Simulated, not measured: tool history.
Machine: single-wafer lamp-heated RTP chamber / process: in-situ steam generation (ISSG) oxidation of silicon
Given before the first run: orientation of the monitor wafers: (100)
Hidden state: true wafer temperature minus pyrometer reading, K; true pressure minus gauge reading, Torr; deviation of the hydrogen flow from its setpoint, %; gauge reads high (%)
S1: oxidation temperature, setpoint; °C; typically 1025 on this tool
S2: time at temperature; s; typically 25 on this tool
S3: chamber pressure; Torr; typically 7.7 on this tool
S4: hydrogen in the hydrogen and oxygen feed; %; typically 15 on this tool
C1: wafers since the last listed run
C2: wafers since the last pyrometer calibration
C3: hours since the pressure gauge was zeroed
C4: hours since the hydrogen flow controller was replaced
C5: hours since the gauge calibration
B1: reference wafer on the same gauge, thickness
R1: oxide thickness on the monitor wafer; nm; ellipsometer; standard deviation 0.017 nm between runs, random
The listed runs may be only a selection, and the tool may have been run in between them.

run   hour    S1  S2   S3  S4   C1    C2      C3      C4     C5     B1     R1
  1      0  1025  25  7.7  15    0   511  3193.8  3170.9   74.9  6.001  6.885
  2    9.4  1025  25  7.7  15   91   602  3203.2  3180.3   84.3      6  6.865
  3   26.5  1025  25  7.7  15  165   768  3220.3  3197.4  101.4      6  6.944
  4   44.4  1025  25  7.7  15  173   942  3238.2  3215.3  119.3      6  6.932
  5   52.5  1025  25  7.7  15   78  1020  3246.3  3223.4  127.4  5.999  6.905
  6   67.3  1025  25  7.7  15  143  1164  3261.1  3238.2  142.2      6  6.923
  7   74.8  1025  25  7.7  15   72  1237  3268.6  3245.7  149.7  6.003  6.953
  8   88.5  1025  25  7.7  15  132  1370  3282.3  3259.4  163.4  6.001   6.96
  9  103.3  1015  25  7.7  15  143  1513  3297.1  3274.2  178.2  5.999   6.63
     115.8  -- hydrogen flow controller replaced
 10  116.3  1015  25  7.7  15   48  1562  3310.1     0.5  191.2  5.997  6.638
 11  127.3  1015  25  7.7  15  106  1669  3321.1    11.5  202.2  5.996  6.649
 12  143.3  1012  25  7.7  15  155  1824  3337.1    27.5  218.2  6.001  6.561
 13  155.9  1012  25  7.7  15  122  1946  3349.7    40.1  230.8  6.002  6.515
 14  172.8  1012  25  7.7  15  164  2110  3366.6      57  247.7  6.001  6.577
 15  185.7  1025  25  7.7  15  125  2235  3379.5    69.9  260.6  6.005  7.001
 16  195.8  1025  25  7.7  15   98  2333  3389.6      80  270.7   5.99  6.977
     212.4  -- pyrometer window cleaned and pyrometer calibrated
 17  212.9  1018  33  6.9  11   88     4  3406.7    97.1  287.8  5.996  7.031
     215.8  -- gauge calibrated
 18    220  1025  21  8.5  23   68    73  3413.8   104.2    4.2  6.002  6.875
 19  233.2  1025  30  6.9  15  128   201    3427   117.4   17.4  6.004  7.482
 20  241.1  1025  21  6.9  15   76   278  3434.9   125.3   25.3  6.004  6.236
 21  254.1  1045  25  9.2  15  126   404  3447.9   138.3   38.3  5.999  7.618
     269.4  -- pressure gauge zeroed
 22  271.2  1014  25  7.1  15   88   492     1.8   155.4   55.4      6  6.502
 23  281.5  1025  35  8.3  15   99   592    12.1   165.7   65.7  6.005  8.278
 24  294.4  1025  17  7.1  11  125   717      25   178.6   78.6  5.999  5.262
 25  307.7  1045  25  6.9  15  129   846    38.3   191.9   91.9  6.002  7.713
 26  318.9  1005  25  7.7  15  108   955    49.5   203.1  103.1  6.006  6.311

Forecast run 27:
 27  336.8  1025  25  7.7  15  173  1129  67.4  221  121   ?   ?

Run 27 measured B1 6, R1 6.962 nm.
With no hidden state in the tool, this same run would have given R1 6.759 nm.

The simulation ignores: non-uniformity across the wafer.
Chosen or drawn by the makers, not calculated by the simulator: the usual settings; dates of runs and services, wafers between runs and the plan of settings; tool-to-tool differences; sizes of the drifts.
